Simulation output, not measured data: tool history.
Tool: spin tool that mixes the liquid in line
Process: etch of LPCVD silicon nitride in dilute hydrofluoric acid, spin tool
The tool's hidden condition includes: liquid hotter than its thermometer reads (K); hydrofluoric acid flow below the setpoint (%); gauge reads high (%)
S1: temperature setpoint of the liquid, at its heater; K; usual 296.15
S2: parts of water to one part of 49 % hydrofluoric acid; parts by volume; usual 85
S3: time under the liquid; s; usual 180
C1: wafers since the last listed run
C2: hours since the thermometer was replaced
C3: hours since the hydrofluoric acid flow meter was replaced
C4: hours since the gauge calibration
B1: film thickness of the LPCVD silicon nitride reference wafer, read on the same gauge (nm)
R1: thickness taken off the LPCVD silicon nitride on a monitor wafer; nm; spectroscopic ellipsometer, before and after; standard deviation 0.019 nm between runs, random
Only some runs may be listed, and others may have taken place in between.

run 1 hour=0 | S1=296.15 S2=60 S3=180 | C1=0 C2=2300.8 C3=1912.3 C4=113.9 | B1=59.991 | R1=1.223
run 2 hour=13.9 | S1=296.15 S2=85 S3=180 | C1=105 C2=2314.7 C3=1926.2 C4=127.8 | B1=59.99 | R1=0.902
run 3 hour=31.2 | S1=296.15 S2=85 S3=180 | C1=131 C2=2332 C3=1943.5 C4=145.1 | B1=59.984 | R1=0.883
run 4 hour=61.5 | S1=296.15 S2=85 S3=180 | C1=230 C2=2362.3 C3=1973.8 C4=175.4 | B1=59.998 | R1=0.905
run 5 hour=82.4 | S1=296.15 S2=85 S3=180 | C1=159 C2=2383.2 C3=1994.7 C4=196.3 | B1=59.987 | R1=0.897
run 6 hour=100.2 | S1=296.15 S2=85 S3=180 | C1=135 C2=2401 C3=2012.5 C4=214.1 | B1=60.009 | R1=0.905
run 7 hour=121.2 | S1=296.15 S2=85 S3=180 | C1=159 C2=2422 C3=2033.5 C4=235.1 | B1=59.993 | R1=0.886
-- hour=150.9 gauge calibrated
run 8 hour=156.6 | S1=296.15 S2=85 S3=180 | C1=269 C2=2457.4 C3=2068.9 C4=5.7 | B1=59.986 | R1=0.912
run 9 hour=174.3 | S1=296.15 S2=85 S3=75 | C1=134 C2=2475.1 C3=2086.6 C4=23.4 | B1=60.003 | R1=0.374
run 10 hour=195.5 | S1=291.15 S2=55 S3=110 | C1=161 C2=2496.3 C3=2107.8 C4=44.6 | B1=60.014 | R1=0.584
run 11 hour=210.1 | S1=296.15 S2=65 S3=255 | C1=111 C2=2510.9 C3=2122.4 C4=59.2 | B1=60.003 | R1=1.646
-- hour=216.2 hydrofluoric acid flow meter replaced
run 12 hour=242 | S1=296.15 S2=85 S3=180 | C1=235 C2=2542.8 C3=25.8 C4=91.1 | B1=59.997 | R1=0.875
-- hour=255.9 thermometer replaced
run 13 hour=274.9 | S1=296.15 S2=85 S3=285 | C1=242 C2=19 C3=58.7 C4=124 | B1=59.997 | R1=1.425
run 14 hour=294.2 | S1=300.15 S2=55 S3=275 | C1=146 C2=38.3 C3=78 C4=143.3 | B1=60.023 | R1=2.834
run 15 hour=314.8 | S1=298.15 S2=50 S3=180 | C1=156 C2=58.9 C3=98.6 C4=163.9 | B1=60 | R1=1.746
run 16 hour=332.4 | S1=300.65 S2=125 S3=180 | C1=133 C2=76.5 C3=116.2 C4=181.5 | B1=59.995 | R1=0.828

Take each entry between the runs: how does the hidden state at the last listed run before it differ from the hidden state at the first listed run after it?
From run 7 to run 8: gauge calibrated (hour 150.9)
  the hidden state is the same at both runs
From run 11 to run 12: hydrofluoric acid flow meter replaced (hour 216.2)
  the hidden state is the same at both runs
From run 12 to run 13: thermometer replaced (hour 255.9)
  the hidden state is the same at both runs

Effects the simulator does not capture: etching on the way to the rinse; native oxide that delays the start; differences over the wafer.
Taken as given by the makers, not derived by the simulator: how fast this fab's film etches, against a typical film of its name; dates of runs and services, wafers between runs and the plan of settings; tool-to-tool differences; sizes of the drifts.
